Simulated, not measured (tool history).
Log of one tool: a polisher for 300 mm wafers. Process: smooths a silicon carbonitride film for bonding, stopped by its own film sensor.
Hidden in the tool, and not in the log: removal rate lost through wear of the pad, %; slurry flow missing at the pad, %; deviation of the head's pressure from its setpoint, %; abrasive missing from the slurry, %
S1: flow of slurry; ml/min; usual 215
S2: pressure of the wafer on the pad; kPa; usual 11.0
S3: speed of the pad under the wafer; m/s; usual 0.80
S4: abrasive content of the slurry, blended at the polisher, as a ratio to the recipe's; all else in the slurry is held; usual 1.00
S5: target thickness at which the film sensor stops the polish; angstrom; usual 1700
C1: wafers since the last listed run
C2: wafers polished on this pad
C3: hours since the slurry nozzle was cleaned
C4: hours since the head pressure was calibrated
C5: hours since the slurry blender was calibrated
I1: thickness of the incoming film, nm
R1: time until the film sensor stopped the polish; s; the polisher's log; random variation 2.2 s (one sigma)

run	day	S1	S2	S3	S4	S5	C1	C2	C3	C4	C5	I1	R1
1	0.000	215	13.8	0.80	1.10	1700	0	879	174.9	1200.6	33.3	190.4	111.2
2	0.696	215	13.8	0.80	1.10	1700	88	968	191.6	1217.3	50.0	185.9	87.0
# day 1.088: worn pad replaced by a new one
3	2.075	215	11.0	0.80	1.00	1700	154	126	224.7	1250.4	83.1	189.8	136.8
4	2.871	215	11.0	0.80	1.00	1700	101	227	243.8	1269.5	102.2	191.9	160.1
5	3.938	215	11.0	0.80	1.00	1700	136	363	269.4	1295.1	127.8	190.9	148.6
6	5.350	215	11.0	0.80	1.00	1700	180	543	303.3	1329.0	161.7	187.7	127.0
7	6.100	215	11.0	0.80	1.00	1700	95	639	321.3	1347.0	179.7	190.1	148.1
8	9.108	265	11.0	0.80	1.00	1700	383	1023	393.5	1419.2	251.9	187.3	121.9
# day 9.708: worn pad replaced by a new one
9	9.729	265	11.0	0.80	1.00	1700	57	2	408.4	1434.1	266.8	189.3	137.7
10	10.471	215	11.0	0.80	1.00	1700	94	97	426.2	1451.9	284.6	187.4	129.3
11	11.025	215	11.0	0.80	1.00	1700	70	168	439.5	1465.2	297.9	192.4	164.3
12	11.571	215	11.0	0.80	1.00	1700	69	237	452.6	1478.3	311.0	187.6	128.8
13	12.829	195	9.0	0.80	0.75	1630	160	398	482.8	1508.5	341.2	190.2	296.3
# day 13.292: head pressure recalibrated
14	13.658	215	11.0	0.56	1.00	1700	95	493	502.7	8.8	361.1	189.8	188.6
15	14.954	215	11.0	0.80	1.00	1700	165	658	533.8	39.9	392.2	192.2	166.1
16	15.983	185	11.0	0.80	1.00	1640	131	790	558.5	64.6	416.9	189.0	197.4
# day 16.258: slurry nozzle cleaned
17	16.496	160	13.8	0.56	1.00	1750	60	850	5.7	76.9	429.2	188.2	99.0
# day 17.271: worn pad replaced by a new one
18	17.975	165	11.0	0.80	0.85	1650	167	89	41.2	112.4	464.7	193.1	225.3
19	18.546	215	11.0	0.80	1.00	1700	72	162	54.9	126.1	478.4	188.1	123.5
# day 19.712: slurry blender recalibrated
20	19.733	215	8.3	0.80	1.00	1730	140	303	83.4	154.6	0.5	187.0	127.1
21	21.092	215	11.0	0.80	1.10	1700	173	476	116.0	187.2	33.1	187.2	117.7
22	21.917	175	11.0	1.00	0.75	1770	105	582	135.8	207.0	52.9	191.7	107.8
23	22.617	175	13.1	0.64	1.00	1680	89	671	152.6	223.8	69.7	189.1	151.2
24	23.346	215	11.0	0.80	1.00	1700	93	764	170.1	241.3	87.2	187.6	122.1
25	24.800	235	11.0	0.80	1.00	1700	185	949	205.0	276.2	122.1	192.3	156.8

Measured less the same run without the tool's hidden state. The same run-to-run variation is in both; the gauge's scatter may not be:
run	R1
1	+2.7
2	+2.3
3	+4.1
4	+5.3
5	+5.4
6	+5.3
7	+6.5
8	+5.6
9	+6.6
10	+8.1
11	+10.7
12	+8.8
13	+24.2
14	+14.8
15	+14.2
16	+21.0
17	+0.7
18	+2.4
19	+1.2
20	+1.5
21	+1.9
22	+2.4
23	+3.8
24	+2.7
25	+3.8
